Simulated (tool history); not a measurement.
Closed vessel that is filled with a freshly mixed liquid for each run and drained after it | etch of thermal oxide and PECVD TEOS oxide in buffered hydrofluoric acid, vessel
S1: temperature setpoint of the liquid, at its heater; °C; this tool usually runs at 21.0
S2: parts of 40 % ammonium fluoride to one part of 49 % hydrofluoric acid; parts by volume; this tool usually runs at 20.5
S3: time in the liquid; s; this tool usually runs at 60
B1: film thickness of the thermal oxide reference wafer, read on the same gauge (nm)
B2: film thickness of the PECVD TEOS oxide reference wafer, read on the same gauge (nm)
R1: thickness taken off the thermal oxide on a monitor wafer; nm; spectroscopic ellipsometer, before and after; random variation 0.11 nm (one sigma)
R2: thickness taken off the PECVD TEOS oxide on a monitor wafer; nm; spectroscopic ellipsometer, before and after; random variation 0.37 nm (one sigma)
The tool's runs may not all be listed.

run,day,S1,S2,S3,B1,B2,R1,R2
1,0.000,21.0,20.5,60,90.00,60.00,24.49,59.03
2,1.321,21.0,20.5,60,89.99,60.01,24.46,58.64
3,2.071,25.0,20.5,60,90.01,60.03,30.41,73.46
4,3.312,18.0,20.5,60,89.98,60.05,20.35,49.14
5,3.996,21.0,20.5,60,89.96,60.03,24.27,57.77
6,5.096,21.0,20.5,70,90.01,60.00,28.22,67.60
7,6.021,21.0,20.5,70,90.02,60.02,28.21,67.87
8,7.433,21.0,20.5,60,90.00,60.00,24.03,57.47
9,7.938,21.0,20.5,60,90.00,60.05,23.94,58.03
10,8.817,21.0,20.5,60,90.02,59.98,24.12,57.59
11,9.354,21.0,20.5,60,90.00,60.03,24.00,57.89
12,9.875,21.0,20.5,60,90.02,60.00,23.88,58.15
13,10.562,22.5,20.5,60,90.00,60.00,25.96,61.92
# day 10.783: gauge calibrated
14,11.375,24.0,12.5,70,90.00,59.99,52.94,127.85
15,12.296,19.0,20.5,80,89.99,60.02,28.45,67.81
16,13.350,19.0,20.5,80,90.00,60.02,28.29,67.92
# day 13.808: hydrofluoric acid flow meter replaced
17,14.350,23.5,18.0,80,90.01,59.99,41.09,97.81
18,15.646,22.5,20.5,60,89.97,60.00,25.93,61.31
# day 16.354: thermometer replaced
19,16.525,21.0,20.5,60,90.00,60.00,26.60,63.96
20,17.979,21.0,18.0,60,90.03,60.01,30.00,72.04
21,19.458,17.5,20.5,50,90.04,59.97,18.00,43.45
22,20.550,17.0,20.5,60,89.96,60.02,21.01,50.91
23,21.321,18.0,20.5,60,89.99,60.01,22.35,53.51
24,22.821,24.5,22.5,30,89.99,59.98,15.02,35.84
25,23.696,22.5,14.5,50,89.97,60.03,33.00,79.43
26,24.417,21.0,20.5,60,89.99,60.02,26.33,62.96

Same runs, no hidden state in the tool, same run-to-run variation:
The tool's hidden condition here consists of: liquid colder than its thermometer reads (K); hydrofluoric acid flow above the setpoint (%); gauge reads high (%).
run,R1,R2
1,27.15,65.46
2,27.21,65.25
3,33.80,81.64
4,22.80,55.04
5,27.15,64.64
6,31.67,75.85
7,31.71,76.28
8,27.10,64.81
9,27.03,65.52
10,27.30,65.17
11,27.19,65.58
12,27.08,65.95
13,29.45,70.26
14,60.08,145.09
15,32.50,77.48
16,32.40,77.78
17,46.98,111.81
18,29.75,70.36
19,27.09,65.15
20,30.64,73.58
21,18.45,44.56
22,21.61,52.36
23,23.02,55.12
24,15.51,37.00
25,34.15,82.20
26,27.29,65.25
